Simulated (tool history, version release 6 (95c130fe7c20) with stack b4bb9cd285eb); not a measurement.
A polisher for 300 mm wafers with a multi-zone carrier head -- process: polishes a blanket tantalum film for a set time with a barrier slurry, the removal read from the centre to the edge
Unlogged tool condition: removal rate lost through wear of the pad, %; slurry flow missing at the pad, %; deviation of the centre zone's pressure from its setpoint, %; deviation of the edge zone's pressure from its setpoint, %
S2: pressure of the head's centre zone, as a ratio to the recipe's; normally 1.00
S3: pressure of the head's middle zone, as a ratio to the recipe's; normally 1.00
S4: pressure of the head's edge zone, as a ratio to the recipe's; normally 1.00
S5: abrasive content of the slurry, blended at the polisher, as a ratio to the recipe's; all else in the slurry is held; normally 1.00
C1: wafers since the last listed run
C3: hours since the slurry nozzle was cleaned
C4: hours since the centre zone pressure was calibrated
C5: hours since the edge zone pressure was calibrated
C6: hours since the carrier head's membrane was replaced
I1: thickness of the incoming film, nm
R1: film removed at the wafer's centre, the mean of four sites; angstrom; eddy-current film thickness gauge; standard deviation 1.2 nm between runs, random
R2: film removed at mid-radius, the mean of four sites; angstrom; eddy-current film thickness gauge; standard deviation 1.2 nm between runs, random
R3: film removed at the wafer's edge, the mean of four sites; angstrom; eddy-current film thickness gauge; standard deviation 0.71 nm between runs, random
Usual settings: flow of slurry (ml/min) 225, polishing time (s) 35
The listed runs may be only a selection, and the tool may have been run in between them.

{"run": 1, "hour": 0.0, "flow of slurry (ml/min)": 225, "S2": 1.0, "S3": 1.0, "S4": 1.0, "S5": 1.0, "polishing time (s)": 35, "C1": 0, "wafers polished on this pad": 593, "C3": 434.6, "C4": 917.4, "C5": 737.0, "C6": 653.3, "I1": 439.8, "R1": 949, "R2": 974, "R3": 1003}
{"run": 2, "hour": 14.3, "flow of slurry (ml/min)": 225, "S2": 1.0, "S3": 1.0, "S4": 1.0, "S5": 1.0, "polishing time (s)": 35, "C1": 152, "wafers polished on this pad": 745, "C3": 448.9, "C4": 931.7, "C5": 751.3, "C6": 667.6, "I1": 436.0, "R1": 952, "R2": 968, "R3": 998}
{"run": 3, "hour": 46.4, "flow of slurry (ml/min)": 170, "S2": 1.0, "S3": 1.0, "S4": 1.0, "S5": 1.0, "polishing time (s)": 35, "C1": 342, "wafers polished on this pad": 1088, "C3": 481.0, "C4": 963.8, "C5": 783.4, "C6": 699.7, "I1": 441.3, "R1": 901, "R2": 942, "R3": 979}
{"run": 4, "hour": 58.7, "flow of slurry (ml/min)": 225, "S2": 1.0, "S3": 1.0, "S4": 1.0, "S5": 1.0, "polishing time (s)": 35, "C1": 131, "wafers polished on this pad": 1219, "C3": 493.3, "C4": 976.1, "C5": 795.7, "C6": 712.0, "I1": 440.1, "R1": 973, "R2": 958, "R3": 988}
{"run": 5, "hour": 83.1, "flow of slurry (ml/min)": 225, "S2": 1.05, "S3": 1.0, "S4": 0.89, "S5": 0.85, "polishing time (s)": 27, "C1": 260, "wafers polished on this pad": 1480, "C3": 517.7, "C4": 1000.5, "C5": 820.1, "C6": 736.4, "I1": 442.3, "R1": 746, "R2": 697, "R3": 706}
{"hour": 99.0, "done": "carrier head's membrane replaced by a new one"}
{"run": 6, "hour": 116.0, "flow of slurry (ml/min)": 225, "S2": 1.0, "S3": 1.11, "S4": 1.0, "S5": 1.0, "polishing time (s)": 35, "C1": 297, "wafers polished on this pad": 1777, "C3": 550.6, "C4": 1033.4, "C5": 853.0, "C6": 17.0, "I1": 439.0, "R1": 936, "R2": 1076, "R3": 998}
{"hour": 140.5, "done": "worn pad replaced by a new one"}
{"run": 7, "hour": 150.4, "flow of slurry (ml/min)": 225, "S2": 1.0, "S3": 1.0, "S4": 1.0, "S5": 1.0, "polishing time (s)": 35, "C1": 324, "wafers polished on this pad": 105, "C3": 585.0, "C4": 1067.8, "C5": 887.4, "C6": 51.4, "I1": 432.6, "R1": 971, "R2": 968, "R3": 999}
{"hour": 162.1, "done": "edge zone pressure recalibrated"}
{"run": 8, "hour": 166.7, "flow of slurry (ml/min)": 225, "S2": 1.0, "S3": 1.11, "S4": 1.0, "S5": 1.0, "polishing time (s)": 35, "C1": 152, "wafers polished on this pad": 258, "C3": 601.3, "C4": 1084.1, "C5": 4.6, "C6": 67.7, "I1": 442.0, "R1": 967, "R2": 1058, "R3": 1001}
{"hour": 191.5, "done": "centre zone pressure recalibrated"}
{"run": 9, "hour": 197.9, "flow of slurry (ml/min)": 225, "S2": 1.03, "S3": 1.0, "S4": 1.0, "S5": 1.0, "polishing time (s)": 35, "C1": 311, "wafers polished on this pad": 569, "C3": 632.5, "C4": 6.4, "C5": 35.8, "C6": 98.9, "I1": 438.8, "R1": 995, "R2": 973, "R3": 999}
{"run": 10, "hour": 214.9, "flow of slurry (ml/min)": 270, "S2": 0.91, "S3": 1.0, "S4": 1.0, "S5": 1.0, "polishing time (s)": 35, "C1": 181, "wafers polished on this pad": 751, "C3": 649.5, "C4": 23.4, "C5": 52.8, "C6": 115.9, "I1": 431.3, "R1": 894, "R2": 984, "R3": 1026}
{"hour": 258.8, "done": "slurry nozzle cleaned"}
{"run": 11, "hour": 295.4, "flow of slurry (ml/min)": 225, "S2": 1.0, "S3": 1.0, "S4": 1.0, "S5": 1.15, "polishing time (s)": 23, "C1": 848, "wafers polished on this pad": 1599, "C3": 36.6, "C4": 103.9, "C5": 133.3, "C6": 196.4, "I1": 433.9, "R1": 632, "R2": 661, "R3": 686}
{"run": 12, "hour": 312.0, "flow of slurry (ml/min)": 225, "S2": 1.0, "S3": 0.93, "S4": 1.0, "S5": 1.0, "polishing time (s)": 24, "C1": 177, "wafers polished on this pad": 1776, "C3": 53.2, "C4": 120.5, "C5": 149.9, "C6": 213.0, "I1": 442.0, "R1": 652, "R2": 624, "R3": 693}
{"hour": 333.5, "done": "worn pad replaced by a new one"}
{"run": 13, "hour": 384.2, "flow of slurry (ml/min)": 225, "S2": 1.0, "S3": 1.0, "S4": 1.1, "S5": 1.0, "polishing time (s)": 35, "C1": 727, "wafers polished on this pad": 540, "C3": 125.4, "C4": 192.7, "C5": 222.1, "C6": 285.2, "I1": 435.9, "R1": 952, "R2": 970, "R3": 1055}
{"run": 14, "hour": 403.4, "flow of slurry (ml/min)": 225, "S2": 1.0, "S3": 1.0, "S4": 1.06, "S5": 1.0, "polishing time (s)": 35, "C1": 204, "wafers polished on this pad": 745, "C3": 144.6, "C4": 211.9, "C5": 241.3, "C6": 304.4, "I1": 442.2, "R1": 952, "R2": 974, "R3": 1024}
{"run": 15, "hour": 422.2, "flow of slurry (ml/min)": 225, "S2": 0.92, "S3": 0.91, "S4": 1.0, "S5": 1.15, "polishing time (s)": 35, "C1": 200, "wafers polished on this pad": 946, "C3": 163.4, "C4": 230.7, "C5": 260.1, "C6": 323.2, "I1": 439.6, "R1": 914, "R2": 924, "R3": 1027}
{"run": 16, "hour": 455.6, "flow of slurry (ml/min)": 225, "S2": 1.0, "S3": 1.0, "S4": 1.1, "S5": 1.0, "polishing time (s)": 35, "C1": 356, "wafers polished on this pad": 1302, "C3": 196.8, "C4": 264.1, "C5": 293.5, "C6": 356.6, "I1": 445.8, "R1": 932, "R2": 963, "R3": 1049}
{"run": 17, "hour": 477.5, "flow of slurry (ml/min)": 225, "S2": 1.0, "S3": 1.0, "S4": 1.0, "S5": 1.0, "polishing time (s)": 35, "C1": 233, "wafers polished on this pad": 1536, "C3": 218.7, "C4": 286.0, "C5": 315.4, "C6": 378.5, "I1": 435.2, "R1": 964, "R2": 981, "R3": 1004}
{"run": 18, "hour": 505.9, "flow of slurry (ml/min)": 225, "S2": 1.0, "S3": 1.0, "S4": 1.0, "S5": 1.0, "polishing time (s)": 35, "C1": 303, "wafers polished on this pad": 1839, "C3": 247.1, "C4": 314.4, "C5": 343.8, "C6": 406.9, "I1": 442.2, "R1": 959, "R2": 973, "R3": 1003}
{"run": 19, "hour": 534.1, "flow of slurry (ml/min)": 225, "S2": 1.12, "S3": 1.0, "S4": 1.0, "S5": 0.9, "polishing time (s)": 35, "C1": 300, "wafers polished on this pad": 2140, "C3": 275.3, "C4": 342.6, "C5": 372.0, "C6": 435.1, "I1": 438.5, "R1": 1050, "R2": 923, "R3": 980}
{"hour": 562.9, "done": "worn pad replaced by a new one"}
{"run": 20, "hour": 563.4, "flow of slurry (ml/min)": 225, "S2": 1.0, "S3": 0.89, "S4": 1.0, "S5": 1.0, "polishing time (s)": 35, "C1": 269, "wafers polished on this pad": 5, "C3": 304.6, "C4": 371.9, "C5": 401.3, "C6": 464.4, "I1": 443.5, "R1": 971, "R2": 877, "R3": 997}
{"run": 21, "hour": 579.6, "flow of slurry (ml/min)": 225, "S2": 1.0, "S3": 1.11, "S4": 1.0, "S5": 1.0, "polishing time (s)": 35, "C1": 172, "wafers polished on this pad": 178, "C3": 320.8, "C4": 388.1, "C5": 417.5, "C6": 480.6, "I1": 441.9, "R1": 945, "R2": 1050, "R3": 1004}
{"run": 22, "hour": 593.6, "flow of slurry (ml/min)": 225, "S2": 1.0, "S3": 1.08, "S4": 1.0, "S5": 1.0, "polishing time (s)": 35, "C1": 149, "wafers polished on this pad": 328, "C3": 334.8, "C4": 402.1, "C5": 431.5, "C6": 494.6, "I1": 443.4, "R1": 937, "R2": 1037, "R3": 999}
{"run": 23, "hour": 615.9, "flow of slurry (ml/min)": 300, "S2": 1.0, "S3": 1.0, "S4": 1.12, "S5": 1.0, "polishing time (s)": 46, "C1": 237, "wafers polished on this pad": 566, "C3": 357.1, "C4": 424.4, "C5": 453.8, "C6": 516.9, "I1": 446.9, "R1": 1276, "R2": 1330, "R3": 1427}

Describe how what the log doesn't record of the tool's condition differs between the last listed run preceding each entry between runs and the first listed run following it.
Logged between run 5 and run 6: carrier head's membrane replaced by a new one (hour 99.0)
  nothing in the hidden state changes from one run to the other
Logged between run 6 and run 7: worn pad replaced by a new one (hour 140.5)
  nothing in the hidden state changes from one run to the other
Logged between run 7 and run 8: edge zone pressure recalibrated (hour 162.1)
  nothing in the hidden state changes from one run to the other
Logged between run 8 and run 9: centre zone pressure recalibrated (hour 191.5)
  nothing in the hidden state changes from one run to the other
Logged between run 10 and run 11: slurry nozzle cleaned (hour 258.8)
  nothing in the hidden state changes from one run to the other
Logged between run 12 and run 13: worn pad replaced by a new one (hour 333.5)
  nothing in the hidden state changes from one run to the other
Logged between run 19 and run 20: worn pad replaced by a new one (hour 562.9)
  nothing in the hidden state changes from one run to the other

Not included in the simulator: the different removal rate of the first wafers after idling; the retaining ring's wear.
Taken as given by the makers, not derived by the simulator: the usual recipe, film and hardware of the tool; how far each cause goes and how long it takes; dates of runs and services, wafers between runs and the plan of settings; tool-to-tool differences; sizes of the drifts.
